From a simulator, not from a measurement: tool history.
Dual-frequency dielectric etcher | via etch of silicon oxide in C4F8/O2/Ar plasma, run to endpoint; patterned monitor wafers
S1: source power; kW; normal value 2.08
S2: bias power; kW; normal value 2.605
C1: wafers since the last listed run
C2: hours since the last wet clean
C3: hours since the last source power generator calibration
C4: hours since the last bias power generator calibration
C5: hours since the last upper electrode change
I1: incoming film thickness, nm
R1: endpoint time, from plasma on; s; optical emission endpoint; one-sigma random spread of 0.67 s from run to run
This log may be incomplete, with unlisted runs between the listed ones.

Run 1, hour 0: usual settings but S1 2.32 kW; C1 0; C2 446.4; C3 2012.5; C4 4843.7; C5 5759.2; I1 1286.6. Result: R1 206.9 s.
Run 2, hour 17.1: usual settings but S1 2.32 kW; C1 137; C2 463.5; C3 2029.6; C4 4860.8; C5 5776.3; I1 1289.1. Result: R1 205.9 s.
Run 3, hour 30.2: usual settings; C1 105; C2 476.6; C3 2042.7; C4 4873.9; C5 5789.4; I1 1283.4. Result: R1 219.2 s.
Run 4, hour 44.8: usual settings; C1 117; C2 491.2; C3 2057.3; C4 4888.5; C5 5804; I1 1267.1. Result: R1 215.8 s.
Run 5, hour 58: usual settings; C1 105; C2 504.4; C3 2070.5; C4 4901.7; C5 5817.2; I1 1289.8. Result: R1 219.4 s.
Run 6, hour 67.6: usual settings but S2 2.363 kW; C1 77; C2 514; C3 2080.1; C4 4911.3; C5 5826.8; I1 1289.3. Result: R1 224.1 s.
Run 7, hour 73.8: usual settings but S2 2.363 kW; C1 49; C2 520.2; C3 2086.3; C4 4917.5; C5 5833; I1 1284.1. Result: R1 222.6 s.
Run 8, hour 91.2: usual settings; C1 139; C2 537.6; C3 2103.7; C4 4934.9; C5 5850.4; I1 1268.8. Result: R1 214.6 s.
Run 9, hour 108.4: usual settings; C1 138; C2 554.8; C3 2120.9; C4 4952.1; C5 5867.6; I1 1279.5. Result: R1 216.8 s.
Run 10, hour 122.1: usual settings; C1 109; C2 568.5; C3 2134.6; C4 4965.8; C5 5881.3; I1 1298.7. Result: R1 220 s.
Run 11, hour 129.4: usual settings but S2 2.939 kW; C1 58; C2 575.8; C3 2141.9; C4 4973.1; C5 5888.6; I1 1275.2. Result: R1 211 s.
Run 12, hour 136.9: usual settings; C1 60; C2 583.3; C3 2149.4; C4 4980.6; C5 5896.1; I1 1303.3. Result: R1 220.4 s.
Run 13, hour 152.5: usual settings; C1 125; C2 598.9; C3 2165; C4 4996.2; C5 5911.7; I1 1272. Result: R1 216.5 s.
Run 14, hour 160: usual settings but S1 2.38 kW, S2 2.405 kW; C1 60; C2 606.4; C3 2172.5; C4 5003.7; C5 5919.2; I1 1283.6. Result: R1 203.6 s.
Run 15, hour 170: usual settings but S1 2.38 kW, S2 2.405 kW; C1 80; C2 616.4; C3 2182.5; C4 5013.7; C5 5929.2; I1 1293.2. Result: R1 204.4 s.
Run 16, hour 187: usual settings but S1 2.38 kW, S2 2.405 kW; C1 136; C2 633.4; C3 2199.5; C4 5030.7; C5 5946.2; I1 1289.9. Result: R1 204.2 s.
At hour 226.5: wet clean of the chamber.
Run 17, hour 227: usual settings but S2 2.105 kW; C1 128; C2 0.5; C3 2239.5; C4 5070.7; C5 5986.2; I1 1298.9. Result: R1 237.6 s.
Run 18, hour 227.4: usual settings but S1 1.62 kW; C1 3; C2 0.9; C3 2239.9; C4 5071.1; C5 5986.6; I1 1293.7. Result: R1 268.7 s.
At hour 233.2: bias power generator calibrated.
Run 19, hour 233.7: usual settings; C1 18; C2 7.2; C3 2246.2; C4 0.5; C5 5992.9; I1 1290.2. Result: R1 225.8 s.
Run 20, hour 242.7: usual settings but S1 2.54 kW, S2 2.883 kW; C1 72; C2 16.2; C3 2255.2; C4 9.5; C5 6001.9; I1 1285.5. Result: R1 195.7 s.
At hour 269.9: upper electrode replaced.
Run 21, hour 270.4: usual settings; C1 29; C2 43.9; C3 2282.9; C4 37.2; C5 0.5; I1 1284.7. Result: R1 224 s.
Run 22, hour 270.7: usual settings; C1 2; C2 44.2; C3 2283.2; C4 37.5; C5 0.8; I1 1287. Result: R1 224.3 s.
Run 23, hour 283.7: usual settings; C1 104; C2 57.2; C3 2296.2; C4 50.5; C5 13.8; I1 1274.3. Result: R1 221.7 s.
At hour 299.7: source power generator calibrated.
Run 24, hour 300.5: usual settings but S2 2.832 kW; C1 102; C2 74; C3 0.8; C4 67.3; C5 30.6; I1 1289. Result: R1 220.4 s.
Run 25, hour 312.3: usual settings but S1 2.56 kW, S2 2.102 kW; C1 94; C2 85.8; C3 12.6; C4 79.1; C5 42.4; I1 1278.4. Result: R1 204.7 s.
Run 26, hour 324.8: usual settings; C1 100; C2 98.3; C3 25.1; C4 91.6; C5 54.9; I1 1286. Result: R1 222.9 s.
Run 27, hour 338.8: usual settings but S1 2.41 kW; C1 112; C2 112.3; C3 39.1; C4 105.6; C5 68.9; I1 1295.2. Result: R1 204.4 s.
Run 28, hour 354.6: usual settings; C1 126; C2 128.1; C3 54.9; C4 121.4; C5 84.7; I1 1290.8. Result: R1 224.2 s.
Run 29, hour 366.9: usual settings but S1 1.86 kW, S2 2.108 kW; C1 98; C2 140.4; C3 67.2; C4 133.7; C5 97; I1 1279.2. Result: R1 248.6 s.
Run 30, hour 380.9: usual settings but S1 1.63 kW; C1 112; C2 154.4; C3 81.2; C4 147.7; C5 111; I1 1289.4. Result: R1 264.3 s.
Run 31, hour 392.6: usual settings but S1 2.54 kW, S2 2.883 kW; C1 93; C2 166.1; C3 92.9; C4 159.4; C5 122.7; I1 1284.3. Result: R1 192.9 s.
Run 32, hour 405.4: usual settings but S1 1.68 kW, S2 2.23 kW; C1 102; C2 178.9; C3 105.7; C4 172.2; C5 135.5; I1 1291.6. Result: R1 267.3 s.
Run 33, hour 420.3: usual settings but S1 2.27 kW, S2 3.189 kW; C1 119; C2 193.8; C3 120.6; C4 187.1; C5 150.4; I1 1283.2. Result: R1 200.6 s.
Run 34, hour 433.2: usual settings but S1 1.74 kW; C1 103; C2 206.7; C3 133.5; C4 200; C5 163.3; I1 1280.6. Result: R1 249.5 s.
Run 35, hour 444.1: usual settings but S2 2.809 kW; C1 87; C2 217.6; C3 144.4; C4 210.9; C5 174.2; I1 1279.3. Result: R1 216 s.

Table of differences, measured result less the result of that run with no hidden state. Run-to-run variation is the same in both. Gauge scatter possibly is not:
What the log doesn't record here: etch rate over this chamber's usual, %; source power that arrives over what is set, %; bias power that arrives over what is set, %.
run    R1
  1  -5.3
  2  -5.5
  3  -6.1
  4  -6.2
  5  -6.4
  6  -6.7
  7  -6.8
  8  -6.7
  9  -7.1
 10  -7.3
 11  -7.1
 12  -7.6
 13  -7.6
 14  -7.3
 15  -7.4
 16  -7.6
 17  -0.1
 18  -0.2
 19  -0.3
 20  -0.3
 21  -0.8
 22  -0.8
 23    -1
 24  -1.2
 25  -1.2
 26  -1.6
 27  -1.6
 28    -2
 29  -2.4
 30  -2.8
 31  -2.2
 32  -3.3
 33  -2.6
 34  -3.4
 35  -3.2
